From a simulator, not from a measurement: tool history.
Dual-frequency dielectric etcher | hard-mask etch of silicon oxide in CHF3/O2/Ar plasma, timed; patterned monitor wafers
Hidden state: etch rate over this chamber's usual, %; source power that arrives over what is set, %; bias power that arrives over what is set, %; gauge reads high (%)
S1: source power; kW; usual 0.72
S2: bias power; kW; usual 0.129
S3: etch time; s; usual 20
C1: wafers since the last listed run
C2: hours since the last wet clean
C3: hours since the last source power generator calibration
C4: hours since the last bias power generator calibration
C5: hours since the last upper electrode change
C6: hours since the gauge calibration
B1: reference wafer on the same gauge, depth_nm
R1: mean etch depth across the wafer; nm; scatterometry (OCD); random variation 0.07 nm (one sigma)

run   hour    S1     S2    S3   C1     C2      C3      C4      C5     C6     B1     R1
  1      0  0.72  0.119    20    0  208.2  5289.3  2078.6  3075.2  448.2   31.7  32.82
  2    7.1  0.72  0.121    20   83  215.3  5296.4  2085.7  3082.3  455.3  31.71   32.8
  3   14.7  0.72  0.121    20   89  222.9    5304  2093.3  3089.9  462.9   31.7  32.91
  4   25.3  0.72  0.129    20  124  233.5  5314.6  2103.9  3100.5  473.5  31.71  33.61
  5   38.9  0.72  0.129    20  160  247.1  5328.2  2117.5  3114.1  487.1  31.71  33.62
  6   50.1  0.72  0.129    20  132  258.3  5339.4  2128.7  3125.3  498.3  31.69  33.74
  7   60.1  0.86  0.115  25.5  117  268.3  5349.4  2138.7  3135.3  508.3   31.7  45.46
  8   73.5  0.72  0.139  16.5  157  281.7  5362.8  2152.1  3148.7  521.7   31.7  28.47
  9   85.8  0.81  0.119    20  145    294  5375.1  2164.4    3161    534   31.7  35.11
      86.7  -- gauge calibrated
      90.3  -- source power generator calibrated
 10   93.1   0.6  0.129    20   38  301.3     2.8  2171.7  3168.3    6.4   31.7  30.39
 11  105.6  0.72  0.129  25.5  147  313.8    15.3  2184.2  3180.8   18.9   31.7  43.03
 12  137.7  0.72  0.156    14  378  345.9    47.4  2216.3  3212.9     51  31.71     25
 13  144.5  0.87  0.129    24   80  352.7    54.2  2223.1  3219.7   57.8  31.69  44.81
 14  162.2  0.86  0.143  24.5  208  370.4    71.9  2240.8  3237.4   75.5   31.7  47.01
     191.9  -- wet clean of the chamber
 15  192.4  0.61  0.105  21.5   73    0.5   102.1    2271  3267.6  105.7  31.69  30.63
 16  192.8  0.72  0.159    20    4    0.9   102.5  2271.4    3268  106.1  31.71  35.53
     238.9  -- upper electrode replaced
 17  239.4  0.72  0.129    20  266   47.5   149.1    2318     0.5  152.7   31.7  33.28
 18  239.7  0.72  0.129    20    3   47.8   149.4  2318.3     0.8    153  31.71   33.3
 19  245.6  0.72  0.129    20   69   53.7   155.3  2324.2     6.7  158.9  31.69  33.36
     258.1  -- bias power generator calibrated
 20  258.6   0.8  0.129    20  106   66.7   168.3     0.5    19.7  171.9  31.71  35.34
 21  272.2  0.83  0.117  24.5  160   80.3   181.9    14.1    33.3  185.5   31.7  42.81
 22  284.4  0.72  0.129    20  143   92.5   194.1    26.3    45.5  197.7  31.69  33.32
 23  295.3  0.62  0.139    20  128  103.4     205    37.2    56.4  208.6  31.69  31.25
 24  310.6  0.61  0.143    24  180  118.7   220.3    52.5    71.7  223.9  31.68  37.66
 25  358.7  0.61  0.108    20  567  166.8   268.4   100.6   119.8    272   31.7   28.9
 26  368.8  0.72  0.155    15  119  176.9   278.5   110.7   129.9  282.1   31.7  26.57
 27  382.3  0.81  0.119    20  159  190.4     292   124.2   143.4  295.6  31.71  34.89
 28  398.1  0.72  0.139  16.5  186  206.2   307.8     140   159.2  311.4  31.69  28.22
 29  404.9  0.83  0.114    20   80    213   314.6   146.8     166  318.2  31.71  34.87

Forecast each of these 5 alternatives for the next run:
  A  405.3  0.72  0.129    20   4  213.4  315  147.2  166.4  318.6   ?   ?
  B  405.3  0.72  0.142    20   4  213.4  315  147.2  166.4  318.6   ?   ?
  C  405.3  0.88  0.102    22   4  213.4  315  147.2  166.4  318.6   ?   ?
  D  405.3  0.59  0.107  17.5   4  213.4  315  147.2  166.4  318.6   ?   ?
  E  405.3  0.63  0.129    25   4  213.4  315  147.2  166.4  318.6   ?   ?

run     B1     R1
  A  31.69  33.54
  B  31.69  34.55
  C  31.69  38.35
  D  31.69  24.73
  E  31.69  38.88
Without the tool's hidden state the same runs would have given:
run     R1
  A  33.29
  B   34.3
  C  38.07
  D  24.55
  E   38.6
